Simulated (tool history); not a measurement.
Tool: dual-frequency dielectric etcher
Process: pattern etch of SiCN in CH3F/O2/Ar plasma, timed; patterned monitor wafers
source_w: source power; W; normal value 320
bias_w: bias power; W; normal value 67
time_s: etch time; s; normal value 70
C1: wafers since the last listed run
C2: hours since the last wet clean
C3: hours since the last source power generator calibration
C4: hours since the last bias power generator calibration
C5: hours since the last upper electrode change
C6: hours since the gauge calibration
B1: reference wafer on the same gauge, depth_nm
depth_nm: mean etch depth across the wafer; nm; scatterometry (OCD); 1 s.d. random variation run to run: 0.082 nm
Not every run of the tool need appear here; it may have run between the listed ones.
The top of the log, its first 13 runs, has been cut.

{"run": 14, "hour": 707.8, "source_w": 300, "bias_w": 61, "time_s": 58, "C1": 418, "C2": 391.4, "C3": 2779, "C4": 3887.1, "C5": 373.8, "C6": 1314.2, "B1": 23, "depth_nm": 20.05}
{"hour": 716.7, "done": "source power generator calibrated"}
{"run": 15, "hour": 773.2, "source_w": 320, "bias_w": 82, "time_s": 56, "C1": 886, "C2": 456.8, "C3": 56.5, "C4": 3952.5, "C5": 439.2, "C6": 1379.6, "B1": 22.98, "depth_nm": 21.37}
{"hour": 809.1, "done": "bias power generator calibrated"}
{"hour": 818.0, "done": "wet clean of the chamber"}
{"hour": 828.6, "done": "gauge calibrated"}
{"run": 16, "hour": 838.8, "source_w": 360, "bias_w": 67, "time_s": 70, "C1": 760, "C2": 20.8, "C3": 122.1, "C4": 29.7, "C5": 504.8, "C6": 10.2, "B1": 23, "depth_nm": 28.21}
{"run": 17, "hour": 900.1, "source_w": 340, "bias_w": 67, "time_s": 70, "C1": 884, "C2": 82.1, "C3": 183.4, "C4": 91, "C5": 566.1, "C6": 71.5, "B1": 23, "depth_nm": 27.29}
{"run": 18, "hour": 942.7, "source_w": 320, "bias_w": 58, "time_s": 70, "C1": 614, "C2": 124.7, "C3": 226, "C4": 133.6, "C5": 608.7, "C6": 114.1, "B1": 22.97, "depth_nm": 25.43}
{"run": 19, "hour": 983.4, "source_w": 320, "bias_w": 82, "time_s": 55.5, "C1": 587, "C2": 165.4, "C3": 266.7, "C4": 174.3, "C5": 649.4, "C6": 154.8, "B1": 23.01, "depth_nm": 21.42}
{"run": 20, "hour": 1008.2, "source_w": 360, "bias_w": 53, "time_s": 70, "C1": 357, "C2": 190.2, "C3": 291.5, "C4": 199.1, "C5": 674.2, "C6": 179.6, "B1": 22.98, "depth_nm": 27.01}
{"run": 21, "hour": 1063.9, "source_w": 300, "bias_w": 78, "time_s": 59.5, "C1": 803, "C2": 245.9, "C3": 347.2, "C4": 254.8, "C5": 729.9, "C6": 235.3, "B1": 23.03, "depth_nm": 21.72}
{"run": 22, "hour": 1098.4, "source_w": 300, "bias_w": 67, "time_s": 60.5, "C1": 497, "C2": 280.4, "C3": 381.7, "C4": 289.3, "C5": 764.4, "C6": 269.8, "B1": 23.02, "depth_nm": 21.46}
{"run": 23, "hour": 1127.3, "source_w": 280, "bias_w": 73, "time_s": 85.5, "C1": 417, "C2": 309.3, "C3": 410.6, "C4": 318.2, "C5": 793.3, "C6": 298.7, "B1": 22.99, "depth_nm": 29.61}
{"run": 24, "hour": 1193.9, "source_w": 320, "bias_w": 67, "time_s": 70, "C1": 961, "C2": 375.9, "C3": 477.2, "C4": 384.8, "C5": 859.9, "C6": 365.3, "B1": 22.99, "depth_nm": 25.88}
{"run": 25, "hour": 1243.6, "source_w": 350, "bias_w": 67, "time_s": 70, "C1": 717, "C2": 425.6, "C3": 526.9, "C4": 434.5, "C5": 909.6, "C6": 415, "B1": 22.99, "depth_nm": 27.12}
{"hour": 1297.5, "done": "wet clean of the chamber"}
{"run": 26, "hour": 1298.0, "source_w": 320, "bias_w": 54, "time_s": 90, "C1": 438, "C2": 0.5, "C3": 581.3, "C4": 488.9, "C5": 964, "C6": 469.4, "B1": 23, "depth_nm": 32.44}
{"run": 27, "hour": 1304.1, "source_w": 320, "bias_w": 67, "time_s": 70, "C1": 88, "C2": 6.6, "C3": 587.4, "C4": 495, "C5": 970.1, "C6": 475.5, "B1": 23, "depth_nm": 26.27}
{"run": 28, "hour": 1387.7, "source_w": 370, "bias_w": 67, "time_s": 50.5, "C1": 1206, "C2": 90.2, "C3": 671, "C4": 578.6, "C5": 1053.7, "C6": 559.1, "B1": 22.98, "depth_nm": 20.59}
{"run": 29, "hour": 1441.1, "source_w": 320, "bias_w": 67, "time_s": 70, "C1": 770, "C2": 143.6, "C3": 724.4, "C4": 632, "C5": 1107.1, "C6": 612.5, "B1": 22.98, "depth_nm": 25.98}
{"run": 30, "hour": 1467.1, "source_w": 290, "bias_w": 80, "time_s": 70, "C1": 375, "C2": 169.6, "C3": 750.4, "C4": 658, "C5": 1133.1, "C6": 638.5, "B1": 23.02, "depth_nm": 25.15}

Consider 4 possible next runs. They are alternatives, not a sequence: every one starts from the tool as it was left by run 30. What does each give?
{"run": "A", "hour": 1467.5, "source_w": 290, "bias_w": 67, "time_s": 70, "C1": 5, "C2": 170, "C3": 750.8, "C4": 658.4, "C5": 1133.5, "C6": 638.9, "B1": "?", "depth_nm": "?"}
{"run": "B", "hour": 1467.5, "source_w": 320, "bias_w": 51, "time_s": 70, "C1": 5, "C2": 170, "C3": 750.8, "C4": 658.4, "C5": 1133.5, "C6": 638.9, "B1": "?", "depth_nm": "?"}
{"run": "C", "hour": 1467.5, "source_w": 320, "bias_w": 80, "time_s": 70, "C1": 5, "C2": 170, "C3": 750.8, "C4": 658.4, "C5": 1133.5, "C6": 638.9, "B1": "?", "depth_nm": "?"}
{"run": "D", "hour": 1467.5, "source_w": 250, "bias_w": 67, "time_s": 70, "C1": 5, "C2": 170, "C3": 750.8, "C4": 658.4, "C5": 1133.5, "C6": 638.9, "B1": "?", "depth_nm": "?"}

run=A B1=23 depth_nm=24.41
run=B B1=23 depth_nm=24.84
run=C B1=23 depth_nm=26.96
run=D B1=23 depth_nm=21.91
With no hidden state in the tool, these same runs would have given:
run=A depth_nm=24.6
run=B depth_nm=25.04
run=C depth_nm=27.18
run=D depth_nm=22.08

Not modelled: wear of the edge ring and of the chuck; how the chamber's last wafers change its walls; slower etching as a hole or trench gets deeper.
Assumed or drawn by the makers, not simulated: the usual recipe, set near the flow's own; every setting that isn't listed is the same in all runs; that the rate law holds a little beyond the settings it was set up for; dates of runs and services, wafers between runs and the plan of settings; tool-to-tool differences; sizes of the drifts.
